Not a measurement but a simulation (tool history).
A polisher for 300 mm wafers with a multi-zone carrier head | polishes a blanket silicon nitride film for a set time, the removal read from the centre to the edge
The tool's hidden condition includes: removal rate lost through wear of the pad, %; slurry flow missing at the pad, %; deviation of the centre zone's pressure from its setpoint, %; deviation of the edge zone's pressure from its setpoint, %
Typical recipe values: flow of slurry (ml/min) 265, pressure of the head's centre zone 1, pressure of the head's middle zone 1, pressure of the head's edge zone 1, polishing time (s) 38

| run | hour | flow of slurry (ml/min) | pressure of the head's centre zone | pressure of the head's middle zone | pressure of the head's edge zone | polishing time (s) | wafers since the last listed run | wafers polished on this pad | hours since the slurry nozzle was cleaned | hours since the centre zone pressure was calibrated | hours since the edge zone pressure was calibrated | hours since the carrier head's membrane was replaced | incoming thickness of the incoming film, nm | film removed at the wafer's centre (Å) | film removed at mid-radius (Å) | film removed at the wafer's edge (Å) |
|---|---|---|---|---|---|---|---|---|---|---|---|---|---|---|---|---|
| 1 | 0 | 300 | 1 | 1 | 1 | 50 | 0 | 482 | 148.8 | 421.6 | 93.8 | 1541.4 | 589.4 | 1191 | 1180 | 1210 |
| 2 | 12.4 | 215 | 1.11 | 1 | 1 | 49 | 77 | 559 | 161.2 | 434 | 106.2 | 1553.8 | 606.6 | 1249 | 1114 | 1116 |
| 3 | 19.8 | 265 | 1 | 1 | 1.12 | 38 | 46 | 605 | 168.6 | 441.4 | 113.6 | 1561.2 | 595.5 | 895 | 905 | 957 |
|  | 31.6 | centre zone pressure recalibrated |
| 4 | 34.7 | 345 | 0.97 | 1 | 1 | 38 | 80 | 685 | 183.5 | 3.1 | 128.5 | 1576.1 | 607.7 | 893 | 923 | 904 |
| 5 | 45.1 | 265 | 1 | 1.07 | 0.93 | 38 | 64 | 750 | 193.9 | 13.5 | 138.9 | 1586.5 | 600.4 | 868 | 957 | 864 |
| 6 | 54 | 235 | 1 | 1 | 0.89 | 27 | 55 | 805 | 202.8 | 22.4 | 147.8 | 1595.4 | 597.1 | 629 | 618 | 603 |
|  | 60.9 | slurry nozzle cleaned |
| 7 | 61.4 | 265 | 1 | 1 | 1 | 38 | 39 | 845 | 0.5 | 29.8 | 155.2 | 1602.8 | 604.1 | 953 | 949 | 944 |
| 8 | 73.2 | 265 | 1 | 1 | 1 | 38 | 73 | 919 | 12.3 | 41.6 | 167 | 1614.6 | 600.4 | 915 | 936 | 942 |
| 9 | 83.5 | 265 | 1 | 1 | 1 | 38 | 64 | 983 | 22.6 | 51.9 | 177.3 | 1624.9 | 611.6 | 918 | 920 | 934 |
|  | 99.2 | carrier head's membrane replaced by a new one |
| 10 | 99.7 | 265 | 1.11 | 1 | 1 | 38 | 69 | 1052 | 38.8 | 68.1 | 193.5 | 0.5 | 594.9 | 996 | 934 | 914 |
|  | 109.4 | worn pad replaced by a new one |
| 11 | 109.9 | 265 | 1 | 0.92 | 1 | 38 | 38 | 3 | 49 | 78.3 | 203.7 | 10.7 | 613 | 912 | 848 | 930 |
| 12 | 117.5 | 325 | 1 | 1.07 | 0.96 | 48 | 47 | 50 | 56.6 | 85.9 | 211.3 | 18.3 | 601.4 | 1195 | 1273 | 1173 |
| 13 | 132.6 | 265 | 1 | 1 | 0.93 | 44 | 93 | 144 | 71.7 | 101 | 226.4 | 33.4 | 603.5 | 1052 | 1065 | 1026 |
| 14 | 144.8 | 335 | 1.06 | 0.95 | 1 | 38 | 75 | 220 | 83.9 | 113.2 | 238.6 | 45.6 | 598.1 | 988 | 897 | 945 |
| 15 | 154.1 | 265 | 0.94 | 1 | 1 | 48 | 57 | 278 | 93.2 | 122.5 | 247.9 | 54.9 | 599 | 1065 | 1133 | 1125 |
| 16 | 165.9 | 265 | 0.9 | 1 | 1.09 | 38 | 73 | 351 | 105 | 134.3 | 259.7 | 66.7 | 595.4 | 810 | 905 | 938 |
| 17 | 174.1 | 305 | 1 | 1 | 1 | 38 | 51 | 402 | 113.2 | 142.5 | 267.9 | 74.9 | 599.6 | 913 | 946 | 922 |
| 18 | 191.3 | 265 | 1 | 1 | 1 | 42 | 107 | 509 | 130.4 | 159.7 | 285.1 | 92.1 | 600 | 989 | 992 | 989 |
| 19 | 207 | 265 | 1 | 0.95 | 1 | 26 | 97 | 607 | 146.1 | 175.4 | 300.8 | 107.8 | 607.6 | 615 | 578 | 617 |
| 20 | 217.4 | 335 | 1.04 | 1 | 0.91 | 34 | 64 | 672 | 156.5 | 185.8 | 311.2 | 118.2 | 589.3 | 859 | 801 | 796 |
| 21 | 232 | 265 | 1 | 1 | 1 | 38 | 90 | 763 | 171.1 | 200.4 | 325.8 | 132.8 | 596.8 | 901 | 901 | 911 |
| 22 | 243.7 | 300 | 1 | 1.04 | 0.88 | 38 | 72 | 835 | 182.8 | 212.1 | 337.5 | 144.5 | 594.5 | 907 | 937 | 846 |

Forecast each of these 5 alternatives for the next run:
| A | 244.1 | 265 | 1 | 1.11 | 1 | 38 | 2 | 838 | 183.2 | 212.5 | 337.9 | 144.9 | 604.9 | ? | ? | ? |
| B | 244.1 | 290 | 1 | 1 | 1 | 33 | 2 | 838 | 183.2 | 212.5 | 337.9 | 144.9 | 604.9 | ? | ? | ? |
| C | 244.1 | 265 | 1 | 1.12 | 1 | 33 | 2 | 838 | 183.2 | 212.5 | 337.9 | 144.9 | 604.9 | ? | ? | ? |
| D | 244.1 | 265 | 1 | 1.11 | 1 | 43 | 2 | 838 | 183.2 | 212.5 | 337.9 | 144.9 | 604.9 | ? | ? | ? |
| E | 244.1 | 195 | 1 | 1 | 1 | 26 | 2 | 838 | 183.2 | 212.5 | 337.9 | 144.9 | 604.9 | ? | ? | ? |

| run | film removed at the wafer's centre (Å) | film removed at mid-radius (Å) | film removed at the wafer's edge (Å) |
|---|---|---|---|
| A | 883 | 999 | 905 |
| B | 777 | 803 | 795 |
| C | 767 | 874 | 786 |
| D | 999 | 1130 | 1024 |
| E | 571 | 595 | 599 |
Without the tool's unlogged condition, the same runs would have read:
| run | film removed at the wafer's centre (Å) | film removed at mid-radius (Å) | film removed at the wafer's edge (Å) |
|---|---|---|---|
| A | 943 | 1058 | 945 |
| B | 826 | 848 | 827 |
| C | 819 | 926 | 821 |
| D | 1067 | 1198 | 1070 |
| E | 622 | 642 | 632 |

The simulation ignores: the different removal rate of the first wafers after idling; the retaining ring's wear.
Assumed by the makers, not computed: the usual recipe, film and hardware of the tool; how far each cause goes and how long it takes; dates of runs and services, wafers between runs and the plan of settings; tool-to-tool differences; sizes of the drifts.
